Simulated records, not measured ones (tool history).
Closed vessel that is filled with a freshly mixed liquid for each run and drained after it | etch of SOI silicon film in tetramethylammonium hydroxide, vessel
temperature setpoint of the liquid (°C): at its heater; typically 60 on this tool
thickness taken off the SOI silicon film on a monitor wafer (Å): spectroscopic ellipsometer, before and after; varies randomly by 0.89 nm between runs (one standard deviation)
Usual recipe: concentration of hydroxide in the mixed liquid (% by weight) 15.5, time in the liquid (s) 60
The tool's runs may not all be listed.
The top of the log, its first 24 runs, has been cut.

| run | day | temperature setpoint of the liquid (°C) | concentration of hydroxide in the mixed liquid (% by weight) | time in the liquid (s) | wafers since the last listed run | hours since the thermometer was replaced | hours since the hydroxide flow meter was replaced | hours since the gauge calibration | read-back film thickness of the SOI silicon film reference wafer, read on the same gauge (nm) | thickness taken off the SOI silicon film on a monitor wafer (Å) |
|---|---|---|---|---|---|---|---|---|---|---|
| 25 | 23.967 | 60 | 15.5 | 60 | 1932 | 209.1 | 124 | 37.1 | 79.99 | 1751.1 |
| 26 | 25.121 | 60 | 15.5 | 60 | 2075 | 236.8 | 151.7 | 64.8 | 80.03 | 1759.6 |
| 27 | 26.2 | 54.5 | 20 | 30 | 1940 | 262.7 | 177.6 | 90.7 | 79.99 | 558.5 |
| 28 | 27.312 | 60 | 11.5 | 45 | 2000 | 289.4 | 204.3 | 117.4 | 80.05 | 1515.5 |
| 29 | 27.929 | 60 | 12.5 | 75 | 1108 | 304.2 | 219.1 | 132.2 | 79.95 | 2441.6 |
| 30 | 28.879 | 67 | 15.5 | 75 | 1708 | 327 | 241.9 | 155 | 80.05 | 3356.1 |
| 31 | 30.179 | 64.5 | 15.5 | 60 | 2337 | 358.2 | 273.1 | 186.2 | 80.03 | 2355.6 |
| 32 | 31.15 | 60 | 15.5 | 85 | 1745 | 381.5 | 296.4 | 209.5 | 79.98 | 2498.7 |
| 33 | 31.833 | 66.5 | 17 | 70 | 1228 | 397.9 | 312.8 | 225.9 | 80 | 2966.4 |
| 34 | 32.562 | 60 | 15.5 | 60 | 1311 | 415.4 | 330.3 | 243.4 | 80 | 1783 |

Alternative continuations, all from the tool just after run 34; predict every row:
| A | 32.592 | 67 | 15.5 | 60 | 52 | 416.1 | 331 | 244.1 | ? | ? |
| B | 32.592 | 57 | 18.5 | 30 | 52 | 416.1 | 331 | 244.1 | ? | ? |
| C | 32.592 | 56.5 | 15.5 | 40 | 52 | 416.1 | 331 | 244.1 | ? | ? |

| run | read-back film thickness of the SOI silicon film reference wafer, read on the same gauge (nm) | thickness taken off the SOI silicon film on a monitor wafer (Å) |
|---|---|---|
| A | 79.96 | 2724 |
| B | 79.96 | 689.4 |
| C | 79.96 | 951.1 |
With no hidden state in the tool, these same runs would have given:
| run | thickness taken off the SOI silicon film on a monitor wafer (Å) |
|---|---|
| A | 2645.5 |
| B | 668.2 |
| C | 921.7 |
